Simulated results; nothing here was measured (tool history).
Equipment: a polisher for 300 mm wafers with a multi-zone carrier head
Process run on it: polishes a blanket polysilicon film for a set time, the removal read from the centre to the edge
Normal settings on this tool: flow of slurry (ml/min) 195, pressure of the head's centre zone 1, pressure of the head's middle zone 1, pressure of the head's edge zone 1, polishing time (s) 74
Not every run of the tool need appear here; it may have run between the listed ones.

run	hour	flow of slurry (ml/min)	pressure of the head's centre zone	pressure of the head's middle zone	pressure of the head's edge zone	polishing time (s)	wafers since the last listed run	wafers polished on this pad	hours since the slurry nozzle was cleaned	hours since the centre zone pressure was calibrated	hours since the edge zone pressure was calibrated	hours since the carrier head's membrane was replaced	incoming thickness of the incoming film, nm	film removed at the wafer's centre (nm)	film removed at mid-radius (nm)	film removed at the wafer's edge (nm)
1	0	195	1	1	1	74	0	276	738.5	352.6	778.8	1382.2	1116.8	414.7	414.7	420.9
2	10.9	195	1	1	1	74	73	350	749.4	363.5	789.7	1393.1	1117.8	414.9	409	420.8
3	22.7	195	1	1	1	86	79	429	761.2	375.3	801.5	1404.9	1099.3	466.9	477.3	485.2
4	31.7	195	1	1	1	86	60	490	770.2	384.3	810.5	1413.9	1101	477.4	471.7	479.7
5	49.4	195	1.07	0.97	1	74	119	609	787.9	402	828.2	1431.6	1089.9	440.9	397.6	420.2
6	63.6	195	1.07	0.97	1	74	95	704	802.1	416.2	842.4	1445.8	1120.9	426	400.4	416.6
7	70	240	1	1	0.94	74	43	747	808.5	422.6	848.8	1452.2	1096.7	425.5	425.9	413.7
# hour 75.9: worn pad replaced by a new one
8	77.1	240	1	1	0.94	74	20	8	815.6	429.7	855.9	1459.3	1131	424.9	423.5	420.9
9	83.3	240	1	1	0.94	74	41	49	821.8	435.9	862.1	1465.5	1111.4	429.1	425.1	416
10	96.7	195	1	1	1	74	90	140	835.2	449.3	875.5	1478.9	1111.7	409.6	425.5	424.7
# hour 104.1: edge zone pressure recalibrated
11	106.9	195	0.93	1.06	1	74	55	195	845.4	459.5	2.8	1489.1	1111.6	386.3	430.2	417.7
12	124.3	235	1	1	1	74	117	312	862.8	476.9	20.2	1506.5	1113.3	414.1	428	428.2
# hour 131.1: centre zone pressure recalibrated
13	138	195	1	1	1	91	78	390	876.5	6.9	33.9	1520.2	1113.9	507.6	497.3	518.2
14	149.9	195	1	0.89	0.93	74	80	470	888.4	18.8	45.8	1532.1	1093.4	411.8	370.5	411.6
# hour 151.6: slurry nozzle cleaned
15	160.5	195	1	1	1	74	64	535	8.9	29.4	56.4	1542.7	1110.9	410.5	411.5	422.9

What will run 16 give?
# hour 177: carrier head's membrane replaced by a new one
# hour 180.5: worn pad replaced by a new one
16	185.5	195	1	1	0.9	74	110	33	33.9	54.4	81.4	8.5	1093.4	?	?	?

{"run 16": {"film removed at the wafer's centre (nm)": 417.7, "film removed at mid-radius (nm)": 411.4, "film removed at the wafer's edge (nm)": 395.2}}
If the tool had no hidden condition, the same run with the same run-to-run variation would have returned film removed at the wafer's centre (nm) 417.7, film removed at mid-radius (nm) 411.4, film removed at the wafer's edge (nm) 395.2.

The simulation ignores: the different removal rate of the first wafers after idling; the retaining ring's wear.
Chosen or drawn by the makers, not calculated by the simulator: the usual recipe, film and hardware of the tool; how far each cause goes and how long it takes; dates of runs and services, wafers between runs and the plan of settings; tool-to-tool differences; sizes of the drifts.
